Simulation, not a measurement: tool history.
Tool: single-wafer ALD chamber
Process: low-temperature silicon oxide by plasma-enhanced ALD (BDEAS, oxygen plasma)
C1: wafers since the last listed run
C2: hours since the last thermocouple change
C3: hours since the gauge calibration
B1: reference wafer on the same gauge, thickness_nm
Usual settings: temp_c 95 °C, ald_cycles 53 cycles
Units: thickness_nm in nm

run 1 hour=0 | temp_c=95 ald_cycles=53 | C1=0 C2=2071.8 C3=64.8 | B1=9.581 | thickness_nm=8.197
run 2 hour=12.4 | temp_c=95 ald_cycles=53 | C1=62 C2=2084.2 C3=77.2 | B1=9.57 | thickness_nm=8.168
run 3 hour=25.5 | temp_c=95 ald_cycles=46 | C1=66 C2=2097.3 C3=90.3 | B1=9.57 | thickness_nm=7.05
run 4 hour=40.4 | temp_c=95 ald_cycles=46 | C1=75 C2=2112.2 C3=105.2 | B1=9.569 | thickness_nm=7.077
run 5 hour=51.3 | temp_c=95 ald_cycles=53 | C1=55 C2=2123.1 C3=116.1 | B1=9.559 | thickness_nm=8.193
run 6 hour=64.9 | temp_c=95 ald_cycles=53 | C1=68 C2=2136.7 C3=129.7 | B1=9.56 | thickness_nm=8.15
run 7 hour=81.1 | temp_c=95 ald_cycles=53 | C1=81 C2=2152.9 C3=145.9 | B1=9.554 | thickness_nm=8.104
run 8 hour=96.6 | temp_c=84 ald_cycles=53 | C1=78 C2=2168.4 C3=161.4 | B1=9.552 | thickness_nm=8.499
run 9 hour=108.3 | temp_c=84 ald_cycles=53 | C1=59 C2=2180.1 C3=173.1 | B1=9.543 | thickness_nm=8.443
run 10 hour=139.9 | temp_c=95 ald_cycles=53 | C1=159 C2=2211.7 C3=204.7 | B1=9.543 | thickness_nm=8.141
run 11 hour=146.3 | temp_c=95 ald_cycles=53 | C1=32 C2=2218.1 C3=211.1 | B1=9.547 | thickness_nm=8.106
-- hour=147.2 gauge calibrated
run 12 hour=154.1 | temp_c=95 ald_cycles=58 | C1=39 C2=2225.9 C3=6.9 | B1=9.61 | thickness_nm=8.995
run 13 hour=166 | temp_c=90 ald_cycles=53 | C1=60 C2=2237.8 C3=18.8 | B1=9.596 | thickness_nm=8.315
run 14 hour=177.2 | temp_c=104 ald_cycles=61 | C1=56 C2=2249 C3=30 | B1=9.594 | thickness_nm=9.183
-- hour=193.5 thermocouple changed; heater temperature recalibrated
run 15 hour=194 | temp_c=108 ald_cycles=46 | C1=44 C2=0.5 C3=46.8 | B1=9.579 | thickness_nm=6.896
run 16 hour=202.1 | temp_c=95 ald_cycles=53 | C1=40 C2=8.6 C3=54.9 | B1=9.581 | thickness_nm=8.139
run 17 hour=231.3 | temp_c=85 ald_cycles=43 | C1=147 C2=37.8 C3=84.1 | B1=9.564 | thickness_nm=6.873
run 18 hour=246 | temp_c=88 ald_cycles=47 | C1=74 C2=52.5 C3=98.8 | B1=9.553 | thickness_nm=7.403
run 19 hour=253.6 | temp_c=87 ald_cycles=44 | C1=38 C2=60.1 C3=106.4 | B1=9.55 | thickness_nm=6.98
run 20 hour=266 | temp_c=89 ald_cycles=56 | C1=62 C2=72.5 C3=118.8 | B1=9.545 | thickness_nm=8.782
run 21 hour=283.9 | temp_c=84 ald_cycles=53 | C1=90 C2=90.4 C3=136.7 | B1=9.538 | thickness_nm=8.466
run 22 hour=298.2 | temp_c=95 ald_cycles=53 | C1=72 C2=104.7 C3=151 | B1=9.533 | thickness_nm=8.123
run 23 hour=307.7 | temp_c=87 ald_cycles=44 | C1=48 C2=114.2 C3=160.5 | B1=9.542 | thickness_nm=6.945
run 24 hour=317.9 | temp_c=95 ald_cycles=61 | C1=51 C2=124.4 C3=170.7 | B1=9.545 | thickness_nm=9.371

Some steps in thickness_nm between neighbouring runs. How much of each would the tool show without its hidden state too (settings, what came in, random variation), and how much is left for the hidden state, with any gauge scatter that isn't in both results?
The hidden state here: wafer temperature above the value expected at the setpoint (K); gauge reads high (%).
Run 11 -> 12: ald_cycles 53 -> 58, gauge calibrated. thickness_nm +0.889 nm: hidden state +0.06, all else +0.829.
Run 14 -> 15: temp_c 104 -> 108, ald_cycles 61 -> 46, thermocouple changed; heater temperature recalibrated. thickness_nm -2.287 nm: hidden state -0.003, all else -2.284.
Run 23 -> 24: temp_c 87 -> 95, ald_cycles 44 -> 61. thickness_nm +2.426 nm: hidden state -0.021, all else +2.447.

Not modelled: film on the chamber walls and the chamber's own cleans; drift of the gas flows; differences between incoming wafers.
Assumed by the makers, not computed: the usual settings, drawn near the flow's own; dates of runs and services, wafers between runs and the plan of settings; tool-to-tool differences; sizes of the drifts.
